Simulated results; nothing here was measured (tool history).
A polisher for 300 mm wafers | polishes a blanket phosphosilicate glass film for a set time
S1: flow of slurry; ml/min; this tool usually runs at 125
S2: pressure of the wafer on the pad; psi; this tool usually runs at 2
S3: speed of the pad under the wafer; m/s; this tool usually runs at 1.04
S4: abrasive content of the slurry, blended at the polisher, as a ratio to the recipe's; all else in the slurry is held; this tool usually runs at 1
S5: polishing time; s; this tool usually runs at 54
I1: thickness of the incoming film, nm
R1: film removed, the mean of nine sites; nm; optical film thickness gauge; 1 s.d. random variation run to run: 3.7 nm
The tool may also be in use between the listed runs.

run 1 hour=0 | S1=125 S2=2 S3=1.04 S4=1 S5=54 | I1=4678.9 | R1=340.4
-- hour=44.2 worn pad replaced by a new one
run 2 hour=50 | S1=125 S2=2 S3=1.04 S4=1 S5=54 | I1=4622.9 | R1=337.2
run 3 hour=94.8 | S1=125 S2=2 S3=1.04 S4=1 S5=54 | I1=4706.8 | R1=338.7
-- hour=122.4 slurry blender recalibrated
run 4 hour=146 | S1=125 S2=2 S3=1.04 S4=1 S5=54 | I1=4716.5 | R1=346.2
run 5 hour=212.6 | S1=125 S2=2 S3=1.04 S4=1 S5=54 | I1=4656.5 | R1=346.1
-- hour=233.5 slurry nozzle cleaned
run 6 hour=239.3 | S1=125 S2=2 S3=0.88 S4=1 S5=54 | I1=4628.3 | R1=302.3
run 7 hour=302.6 | S1=125 S2=2 S3=0.88 S4=1 S5=54 | I1=4624.9 | R1=311.7
run 8 hour=349.3 | S1=125 S2=2 S3=0.88 S4=1 S5=54 | I1=4768.4 | R1=311
-- hour=357.2 worn pad replaced by a new one, of another model than before
-- hour=375.6 conditioning disc replaced and pad reconditioned
-- hour=443.4 head pressure recalibrated
-- hour=467.4 slurry blender recalibrated
run 9 hour=536.6 | S1=125 S2=2 S3=1.04 S4=1 S5=54 | I1=4756.5 | R1=329.7
run 10 hour=565.3 | S1=125 S2=2 S3=1.04 S4=1 S5=54 | I1=4692.1 | R1=335.9
run 11 hour=627.3 | S1=155 S2=2 S3=1.04 S4=1 S5=59 | I1=4753 | R1=367.5
-- hour=652.8 worn pad replaced by a new one
run 12 hour=655.2 | S1=80 S2=1.3 S3=1.04 S4=0.8 S5=42 | I1=4731.5 | R1=174.2
run 13 hour=721.5 | S1=125 S2=2 S3=1.04 S4=0.8 S5=54 | I1=4755.8 | R1=318.7
-- hour=723.9 slurry nozzle cleaned
run 14 hour=761 | S1=125 S2=2 S3=1.04 S4=1 S5=43 | I1=4638.2 | R1=266.1
-- hour=771.2 slurry blender recalibrated
run 15 hour=793.5 | S1=125 S2=2 S3=1.04 S4=1 S5=54 | I1=4723.2 | R1=339.2
-- hour=831.2 conditioning disc replaced and pad reconditioned
run 16 hour=857.9 | S1=125 S2=1.4 S3=1.04 S4=1 S5=64 | I1=4744 | R1=317.4

Run 17 comes next. What will it give?
run 17 hour=888 | S1=125 S2=1.5 S3=1.34 S4=1 S5=37 | I1=4630.3 | R1=?

R1: 219.5 nm
The same run, on a tool lacking any hidden state, would have yielded R1 214.6 nm.
